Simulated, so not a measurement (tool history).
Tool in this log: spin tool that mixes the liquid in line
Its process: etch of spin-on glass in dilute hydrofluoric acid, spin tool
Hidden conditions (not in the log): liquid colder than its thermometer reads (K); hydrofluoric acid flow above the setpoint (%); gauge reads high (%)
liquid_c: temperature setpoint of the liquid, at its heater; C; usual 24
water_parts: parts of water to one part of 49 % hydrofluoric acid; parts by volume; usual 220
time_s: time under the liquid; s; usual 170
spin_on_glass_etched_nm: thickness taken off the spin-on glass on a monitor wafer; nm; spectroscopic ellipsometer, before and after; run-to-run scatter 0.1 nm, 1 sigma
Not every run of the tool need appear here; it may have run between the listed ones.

run     day  liquid_c  water_parts  time_s  wafers since the last listed run  hours since the thermometer was replaced  hours since the hydrofluoric acid flow meter was replaced  hours since the gauge calibration  read-back film thickness of the spin-on glass reference wafer, read on the same gauge (nm)  spin_on_glass_etched_nm
  1       0        24          220     170                                 0                                    1995.5                                                     1568.9                             1069.9                                                                                       89.98                    18.41
  2   4.829        24          220     170                               605                                    2111.4                                                     1684.8                             1185.8                                                                                       89.97                    18.59
  3   7.138        24          220     170                               289                                    2166.8                                                     1740.2                             1241.2                                                                                       89.98                    18.47
  4   8.475      20.5          220     170                               167                                    2198.9                                                     1772.3                             1273.3                                                                                       89.98                     16.4
  5  11.054      20.5          220     170                               323                                    2260.8                                                     1834.2                             1335.2                                                                                       90.03                    16.33
  6  13.967        24          220     170                               365                                    2330.7                                                     1904.1                             1405.1                                                                                       90.02                    18.62
  7  15.908        24          220     170                               243                                    2377.3                                                     1950.7                             1451.7                                                                                       90.03                    18.76
  8  17.704        24          220     170                               225                                    2420.4                                                     1993.8                             1494.8                                                                                       89.94                    18.42
  9  19.383        24          220     170                               210                                    2460.7                                                     2034.1                             1535.1                                                                                       90.02                    18.52
     21.196  -- gauge calibrated
 10  21.917        24          220     170                               317                                    2521.5                                                     2094.9                               17.3                                                                                       90.04                    18.65
 11    23.7        24          220     170                               223                                    2564.3                                                     2137.7                               60.1                                                                                       89.99                    18.68
 12  26.167        24          220     170                               309                                    2623.5                                                     2196.9                              119.3                                                                                       89.98                    18.59
 13      29        24          220     170                               355                                    2691.5                                                     2264.9                              187.3                                                                                          90                    18.49
 14  30.883        24          220     170                               236                                    2736.7                                                     2310.1                              232.5                                                                                       90.01                    18.56
 15  33.708        24          220     170                               354                                    2804.5                                                     2377.9                              300.3                                                                                       90.01                    18.62
 16  35.721      20.5          175     220                               252                                    2852.8                                                     2426.2                              348.6                                                                                       89.98                    27.63
 17    38.4      19.5          300     220                               336                                    2917.1                                                     2490.5                              412.9                                                                                       90.02                    13.83
     40.938  -- hydrofluoric acid flow meter replaced
 18  40.954        24          220     115                               315                                    2978.4                                                        0.4                              474.2                                                                                       89.99                    12.46
     43.004  -- thermometer replaced
 19  43.817        24          315     220                               353                                      19.5                                                       69.1                              542.9                                                                                          90                    15.27
 20  46.208        24          220     170                               299                                      76.9                                                      126.5                              600.3                                                                                       90.01                     18.5
 21  48.408      25.5          120      90                               275                                     129.7                                                      179.3                              653.1                                                                                       90.02                    21.39
 22  49.912      25.5          120      90                               188                                     165.8                                                      215.4                              689.2                                                                                       90.02                    21.65
 23  51.338        27          270     130                               178                                       200                                                      249.6                              723.4                                                                                       89.95                     12.2
 24    53.8        27          220     255                               308                                     259.1                                                      308.7                              782.5                                                                                       90.02                    31.25
 25  55.662        24          220     170                               233                                     303.8                                                      353.4                              827.2                                                                                       90.03                    18.43
 26   58.45        24          315     220                               349                                     370.7                                                      420.3                              894.1                                                                                       89.99                    15.24
 27  60.575        24          220     170                               266                                     421.7                                                      471.3                              945.1                                                                                       90.07                    18.54
 28  63.025        22          190     130                               307                                     480.5                                                      530.1                             1003.9                                                                                          90                    15.77

For each run, what was the tool's unlogged condition?
liquid colder than its thermometer reads (K): 0, the same for each run
hydrofluoric acid flow above the setpoint (%): 0, the same for each run
gauge reads high (%): 0, the same for each run

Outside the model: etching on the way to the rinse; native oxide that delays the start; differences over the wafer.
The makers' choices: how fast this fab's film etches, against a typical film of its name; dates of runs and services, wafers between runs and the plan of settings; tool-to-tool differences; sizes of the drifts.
